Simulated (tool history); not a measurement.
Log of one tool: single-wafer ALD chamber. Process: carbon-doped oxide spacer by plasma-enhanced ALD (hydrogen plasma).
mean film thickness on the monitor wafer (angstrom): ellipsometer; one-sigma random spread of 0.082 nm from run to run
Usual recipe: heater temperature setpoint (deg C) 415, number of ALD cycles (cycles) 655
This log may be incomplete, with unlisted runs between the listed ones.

run	hour	heater temperature setpoint (deg C)	number of ALD cycles (cycles)	wafers since the last listed run	hours since the last thermocouple change	hours since the gauge calibration	read-back reference wafer on the same gauge, thickness_nm	mean film thickness on the monitor wafer (angstrom)
1	0	415	655	0	2247.5	124.1	32.695	326.91
2	13.6	415	655	10	2261.1	137.7	32.679	327.7
3	27.6	415	655	10	2275.1	151.7	32.675	327.35
4	46.3	415	655	13	2293.8	170.4	32.729	326.33
5	56.9	415	655	7	2304.4	181	32.702	329
6	73	415	655	12	2320.5	197.1	32.688	327.97
# hour 74.7: gauge calibrated
7	87.8	415	655	11	2335.3	13.1	32.724	327.1
8	94.8	415	655	5	2342.3	20.1	32.719	328.03
9	101.1	415	627	4	2348.6	26.4	32.691	313.75
10	113.2	429	564	9	2360.7	38.5	32.695	267.71
11	122.5	427	748	6	2370	47.8	32.678	358.62
12	133.6	415	570	8	2381.1	58.9	32.707	286.28
13	142.1	421	621	6	2389.6	67.4	32.689	304.79
# hour 159.2: thermocouple changed; heater temperature recalibrated
14	163.2	415	530	9	4	88.5	32.69	265.49
15	172	415	655	6	12.8	97.3	32.72	328.09
16	182.1	427	766	7	22.9	107.4	32.693	368.04
17	198.7	415	598	12	39.5	124	32.708	298.55
18	210.2	427	748	8	51	135.5	32.689	358.18

What does the tool deliver on the next run?
19	217.9	424	725	5	58.7	143.2	?	?

Run 19 yielded read-back reference wafer on the same gauge, thickness_nm 32.653, mean film thickness on the monitor wafer (angstrom) 351.83.
With no hidden state in the tool, this same run would have given mean film thickness on the monitor wafer (angstrom) 351.83.
